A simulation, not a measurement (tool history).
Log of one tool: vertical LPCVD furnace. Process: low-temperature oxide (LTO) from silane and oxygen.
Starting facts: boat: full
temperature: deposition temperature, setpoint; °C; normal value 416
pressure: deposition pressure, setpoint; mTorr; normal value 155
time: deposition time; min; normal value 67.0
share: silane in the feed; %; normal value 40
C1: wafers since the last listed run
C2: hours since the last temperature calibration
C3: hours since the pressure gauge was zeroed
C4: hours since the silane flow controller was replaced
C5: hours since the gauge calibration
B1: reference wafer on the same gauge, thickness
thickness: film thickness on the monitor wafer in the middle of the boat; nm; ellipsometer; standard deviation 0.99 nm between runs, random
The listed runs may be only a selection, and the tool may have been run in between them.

Run 1, day 0.000: usual settings but temperature 407 °C; C1 0; C2 3153.7; C3 1710.4; C4 4217.2; C5 168.4; B1 522.02. Result: thickness 514.24 nm.
Run 2, day 0.346: usual settings but temperature 407 °C; C1 76; C2 3162.0; C3 1718.7; C4 4225.5; C5 176.7; B1 521.88. Result: thickness 514.46 nm.
Run 3, day 0.817: usual settings but temperature 407 °C; C1 103; C2 3173.3; C3 1730.0; C4 4236.8; C5 188.0; B1 521.70. Result: thickness 512.53 nm.
Run 4, day 1.233: usual settings; C1 91; C2 3183.3; C3 1740.0; C4 4246.8; C5 198.0; B1 521.90. Result: thickness 565.10 nm.
Run 5, day 1.821: usual settings; C1 129; C2 3197.4; C3 1754.1; C4 4260.9; C5 212.1; B1 521.93. Result: thickness 565.76 nm.
Run 6, day 2.200: usual settings; C1 83; C2 3206.5; C3 1763.2; C4 4270.0; C5 221.2; B1 522.20. Result: thickness 565.30 nm.
Run 7, day 2.758: usual settings but pressure 125 mTorr; C1 123; C2 3219.9; C3 1776.6; C4 4283.4; C5 234.6; B1 521.93. Result: thickness 459.71 nm.
Run 8, day 3.538: usual settings but pressure 125 mTorr; C1 171; C2 3238.6; C3 1795.3; C4 4302.1; C5 253.3; B1 522.07. Result: thickness 459.99 nm.
At day 4.838: thermocouples replaced and temperature profile calibrated.
Run 9, day 4.858: usual settings but pressure 125 mTorr; C1 70; C2 0.5; C3 1827.0; C4 4333.8; C5 285.0; B1 522.15. Result: thickness 461.39 nm.
Run 10, day 5.083: usual settings; C1 49; C2 5.9; C3 1832.4; C4 4339.2; C5 290.4; B1 521.59. Result: thickness 564.60 nm.
At day 7.046: pressure gauge zeroed.
Run 11, day 7.608: usual settings but temperature 411 °C, pressure 190 mTorr, share 48 %; C1 336; C2 66.5; C3 13.5; C4 4399.8; C5 351.0; B1 521.49. Result: thickness 756.47 nm.
Run 12, day 8.488: usual settings; C1 193; C2 87.6; C3 34.6; C4 4420.9; C5 372.1; B1 522.06. Result: thickness 539.65 nm.
Run 13, day 9.108: usual settings but temperature 422 °C, pressure 170 mTorr, time 56.0 min, share 48 %; C1 136; C2 102.5; C3 49.5; C4 4435.8; C5 387.0; B1 521.93. Result: thickness 631.70 nm.
At day 9.346: gauge calibrated.
At day 10.138: silane flow controller replaced.
Run 14, day 10.158: usual settings but temperature 425 °C, time 50.5 min; C1 11; C2 127.7; C3 74.7; C4 0.5; C5 19.5; B1 521.77. Result: thickness 447.17 nm.
Run 15, day 10.579: usual settings; C1 92; C2 137.8; C3 84.8; C4 10.6; C5 29.6; B1 522.06. Result: thickness 543.11 nm.
Run 16, day 11.088: usual settings but pressure 175 mTorr; C1 112; C2 150.0; C3 97.0; C4 22.8; C5 41.8; B1 522.51. Result: thickness 612.73 nm.
Run 17, day 11.842: usual settings; C1 166; C2 168.1; C3 115.1; C4 40.9; C5 59.9; B1 521.97. Result: thickness 544.80 nm.
Run 18, day 12.167: usual settings but time 90.5 min; C1 71; C2 175.9; C3 122.9; C4 48.7; C5 67.7; B1 522.09. Result: thickness 733.77 nm.
Run 19, day 13.029: usual settings but temperature 407 °C, pressure 190 mTorr, time 76.5 min, share 45 %; C1 190; C2 196.6; C3 143.6; C4 69.4; C5 88.4; B1 521.79. Result: thickness 788.80 nm.
Run 20, day 15.462: usual settings; C1 536; C2 255.0; C3 202.0; C4 127.8; C5 146.8; B1 521.99. Result: thickness 548.17 nm.
Run 21, day 15.792: usual settings but time 87.0 min, share 34 %; C1 72; C2 262.9; C3 209.9; C4 135.7; C5 154.7; B1 521.56. Result: thickness 581.22 nm.

Run-by-run hidden state of the tool:
true tube temperature minus thermocouple reading, K: 0, the same for each run
deviation of the silane flow from its setpoint, %: 0, the same for each run
gauge reads high (%): 0, the same for each run
H1: true pressure minus gauge reading, mTorr
run     H1
  1   7.55
  2   7.56
  3   7.57
  4   7.58
  5   7.59
  6    7.6
  7   7.61
  8   7.62
  9   7.65
 10   7.65
 11  0.417
 12  0.665
 13  0.836
 14   1.12
 15   1.23
 16   1.36
 17   1.54
 18   1.62
 19   1.83
 20   2.38
 21   2.45
